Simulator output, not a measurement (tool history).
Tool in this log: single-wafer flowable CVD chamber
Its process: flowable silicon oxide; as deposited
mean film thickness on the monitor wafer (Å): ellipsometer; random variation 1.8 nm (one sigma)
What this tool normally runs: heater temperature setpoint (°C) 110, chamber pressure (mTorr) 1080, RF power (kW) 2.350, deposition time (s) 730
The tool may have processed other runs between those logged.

run     day  heater temperature setpoint (°C)  chamber pressure (mTorr)  RF power (kW)  deposition time (s)  wafers since the last listed run  hours since the last thermocouple change  hours since the last RF generator calibration  hours since the last manometer calibration  hours since the showerhead was replaced  hours since the gauge calibration  read-back reference wafer on the same gauge, thickness_nm  mean film thickness on the monitor wafer (Å)
  1   0.000                               105                      1080          2.350                  665                                 0                                    1227.1                                         1349.5                                      1334.8                                   5044.8                              701.9                                                    532.451                                       5292.40
      1.967  -- capacitance manometer re-zeroed and calibrated
  2   3.896                               110                      1080          2.350                  730                               233                                    1320.6                                         1443.0                                        46.3                                   5138.3                              795.4                                                    531.030                                       4974.01
  3   6.612                               110                      1080          2.350                  764                               178                                    1385.8                                         1508.2                                       111.5                                   5203.5                              860.6                                                    529.844                                       5217.91
  4  10.350                               110                      1080          2.350                  764                               245                                    1475.5                                         1597.9                                       201.2                                   5293.2                              950.3                                                    527.422                                       5157.98
  5  13.554                               121                      1080          2.350                  730                               210                                    1552.4                                         1674.8                                       278.1                                   5370.1                             1027.2                                                    526.787                                       3593.88
  6  16.258                               121                      1080          2.350                  730                               177                                    1617.3                                         1739.7                                       343.0                                   5435.0                             1092.1                                                    525.894                                       3582.82
  7  18.162                               121                      1080          2.350                  730                               125                                    1663.0                                         1785.4                                       388.7                                   5480.7                             1137.8                                                    523.910                                       3561.21
  8  20.371                               110                      1080          2.350                  730                               144                                    1716.0                                         1838.4                                       441.7                                   5533.7                             1190.8                                                    522.787                                       4896.90
     21.533  -- showerhead replaced
  9  24.300                               119                      1080          2.350                  730                               236                                    1810.3                                         1932.7                                       536.0                                     66.4                             1285.1                                                    520.174                                       3730.47
 10  26.067                               119                      1080          2.350                  730                               115                                    1852.7                                         1975.1                                       578.4                                    108.8                             1327.5                                                    519.378                                       3725.27
     28.554  -- gauge calibrated
 11  29.275                               119                      1080          2.350                  730                               210                                    1929.7                                         2052.1                                       655.4                                    185.8                               17.3                                                    538.276                                       3867.21
     30.996  -- RF generator calibrated
 12  32.304                               110                       980          2.350                  730                               176                                    2002.4                                           31.4                                       728.1                                    258.5                               90.0                                                    538.795                                       4760.52
 13  35.038                               110                       940          2.820                  770                               179                                    2068.0                                           97.0                                       793.7                                    324.1                              155.6                                                    539.441                                       5051.11
 14  36.792                               117                      1080          2.350                  730                               115                                    2110.1                                          139.1                                       835.8                                    366.2                              197.7                                                    538.831                                       4107.76
     37.829  -- thermocouple changed; heater temperature recalibrated
 15  40.258                               102                      1080          2.630                  730                               205                                      58.3                                          222.3                                       919.0                                    449.4                              280.9                                                    536.511                                       6567.91
 16  43.108                               115                       860          2.615                  623                               187                                     126.7                                          290.7                                       987.4                                    517.8                              349.3                                                    536.611                                       3291.51
 17  47.050                               110                      1080          2.655                  730                               258                                     221.3                                          385.3                                      1082.0                                    612.4                              443.9                                                    537.019                                       5086.34
 18  49.638                               110                      1080          2.350                  730                               169                                     283.4                                          447.4                                      1144.1                                    674.5                              506.0                                                    536.300                                       4999.40
 19  52.150                               103                       980          2.785                  730                               164                                     343.7                                          507.7                                      1204.4                                    734.8                              566.3                                                    535.799                                       6045.40
 20  54.779                               110                      1010          2.510                  609                               172                                     406.8                                          570.8                                      1267.5                                    797.9                              629.4                                                    534.296                                       4100.50
 21  56.929                               110                      1080          2.350                  730                               141                                     458.4                                          622.4                                      1319.1                                    849.5                              681.0                                                    533.284                                       4986.45
     61.758  -- capacitance manometer re-zeroed and calibrated
 22  65.300                               119                       920          2.350                  818                               527                                     659.3                                          823.3                                        85.0                                   1050.4                              881.9                                                    530.102                                       3886.36
 23  67.529                                97                      1080          2.350                  823                               146                                     712.8                                          876.8                                       138.5                                   1103.9                              935.4                                                    529.727                                       8381.11
 24  69.792                               110                      1080          2.350                  730                               148                                     767.1                                          931.1                                       192.8                                   1158.2                              989.7                                                    529.055                                       4940.42
 25  72.175                                99                      1080          2.350                  777                               156                                     824.3                                          988.3                                       250.0                                   1215.4                             1046.9                                                    526.654                                       7390.60
     74.875  -- gauge calibrated
 26  75.767                               120                      1080          2.350                  730                               235                                     910.5                                         1074.5                                       336.2                                   1301.6                               21.4                                                    540.175                                       3799.67
 27  78.354                               110                      1080          2.350                  730                               169                                     972.6                                         1136.6                                       398.3                                   1363.7                               83.5                                                    540.697                                       5085.49
 28  81.704                               110                      1080          2.225                  730                               219                                    1053.0                                         1217.0                                       478.7                                   1444.1                              163.9                                                    540.520                                       5010.42
 29  83.904                               120                      1080          1.920                  650                               144                                    1105.8                                         1269.8                                       531.5                                   1496.9                              216.7                                                    539.612                                       3212.17

Some steps in mean film thickness on the monitor wafer (Å), run to run, broken into two amounts with sign: the step expected even without the hidden condition (settings, incoming material, random variation), and the rest, left for the hidden condition together with whatever gauge scatter is not in both the measured and the hidden-condition-free result:
What the log doesn't record here: wafer temperature above the value expected at the setpoint (K); delivered RF power above the setpoint (%); true pressure above the setpoint (%); gauge reads high (%).
Run 10 -> 11: gauge calibrated. mean film thickness on the monitor wafer (Å) +141.94: hidden state +139.57, all else +2.37.
Run 22 -> 23: heater temperature setpoint (°C) 119 -> 97, chamber pressure (mTorr) 920 -> 1080, deposition time (s) 818 -> 823. mean film thickness on the monitor wafer (Å) +4494.75: hidden state -87.68, all else +4582.43.
Run 25 -> 26: heater temperature setpoint (°C) 99 -> 120, deposition time (s) 777 -> 730, gauge calibrated. mean film thickness on the monitor wafer (Å) -3590.93: hidden state +175.11, all else -3766.04.
